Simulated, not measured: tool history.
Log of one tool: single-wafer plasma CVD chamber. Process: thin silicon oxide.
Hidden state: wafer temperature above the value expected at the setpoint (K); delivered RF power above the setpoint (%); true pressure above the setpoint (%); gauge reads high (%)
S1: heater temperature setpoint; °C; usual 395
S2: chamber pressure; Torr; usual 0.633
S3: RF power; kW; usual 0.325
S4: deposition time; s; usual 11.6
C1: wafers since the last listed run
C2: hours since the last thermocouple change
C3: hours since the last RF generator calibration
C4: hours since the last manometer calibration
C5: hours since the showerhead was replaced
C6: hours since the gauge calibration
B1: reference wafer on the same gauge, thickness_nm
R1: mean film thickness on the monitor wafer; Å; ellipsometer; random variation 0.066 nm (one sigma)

run   hour   S1     S2     S3    S4    C1      C2     C3      C4      C5     C6      B1      R1
  1    0.0  395  0.633  0.325  11.6     0  2843.2  806.2   869.1  8178.6   72.3  20.496  175.47
  2    7.1  395  0.673  0.325   9.8   216  2850.3  813.3   876.2  8185.7   79.4  20.507  157.87
  3   14.9  395  0.633  0.310  11.6   237  2858.1  821.1   884.0  8193.5   87.2  20.503  172.28
  4   24.9  395  0.633  0.310  11.6   304  2868.1  831.1   894.0  8203.5   97.2  20.499  172.75
  5   41.5  395  0.633  0.325  11.6   505  2884.7  847.7   910.6  8220.1  113.8  20.503  176.46
  6   54.5  395  0.633  0.325  11.6   395  2897.7  860.7   923.6  8233.1  126.8  20.515  175.15
  7   71.1  395  0.633  0.275  11.6   505  2914.3  877.3   940.2  8249.7  143.4  20.494  165.68
  8   84.5  395  0.633  0.275  11.6   408  2927.7  890.7   953.6  8263.1  156.8  20.501  164.77
  9   91.7  388  0.633  0.325  11.6   219  2934.9  897.9   960.8  8270.3  164.0  20.502  176.31
 10  136.2  388  0.633  0.325  11.6  1355  2979.4  942.4  1005.3  8314.8  208.5  20.518  176.66
     146.9  -- RF generator calibrated
 11  147.4  395  0.633  0.325  11.6    97  2990.6    0.5  1016.5  8326.0  219.7  20.504  175.68
     157.2  -- showerhead replaced
     160.9  -- thermocouple changed; heater temperature recalibrated
 12  161.4  395  0.633  0.325  11.6    70     0.5   14.5  1030.5     4.2  233.7  20.502  175.48
 13  167.4  384  0.566  0.325  12.9   182     6.5   20.5  1036.5    10.2  239.7  20.500  175.65
 14  177.3  395  0.633  0.350  11.6   301    16.4   30.4  1046.4    20.1  249.6  20.497  181.51
 15  185.0  395  0.633  0.370  11.6   234    24.1   38.1  1054.1    27.8  257.3  20.506  185.30
 16  194.0  406  0.566  0.390  10.8   274    33.1   47.1  1063.1    36.8  266.3  20.495  155.85
     195.2  -- gauge calibrated
 17  210.1  395  0.535  0.325  11.6   490    49.2   63.2  1079.2    52.9   14.9  20.489  147.33
 18  227.8  401  0.538  0.265  10.7   538    66.9   80.9  1096.9    70.6   32.6  20.511  126.70
     239.0  -- capacitance manometer re-zeroed and calibrated
 19  245.7  395  0.633  0.325  11.6   301    84.8   98.8     6.7    88.5   50.5  20.505  176.28
 20  260.0  406  0.566  0.390  10.8   435    99.1  113.1    21.0   102.8   64.8  20.514  154.75
 21  269.4  403  0.633  0.275  11.6   286   108.5  122.5    30.4   112.2   74.2  20.512  164.05
 22  286.6  382  0.633  0.370  11.6   523   125.7  139.7    47.6   129.4   91.4  20.501  185.50
 23  302.1  401  0.633  0.300  11.6   471   141.2  155.2    63.1   144.9  106.9  20.497  171.44
 24  316.8  384  0.566  0.325  12.9   447   155.9  169.9    77.8   159.6  121.6  20.495  175.84
 25  328.8  395  0.476  0.325  11.6   365   167.9  181.9    89.8   171.6  133.6  20.515  131.21

What the log doesn't show, run by run:
wafer temperature above the value expected at the setpoint (K): 0 in every run
delivered RF power above the setpoint (%): 0 in every run
true pressure above the setpoint (%): 0 in every run
gauge reads high (%): 0 in every run
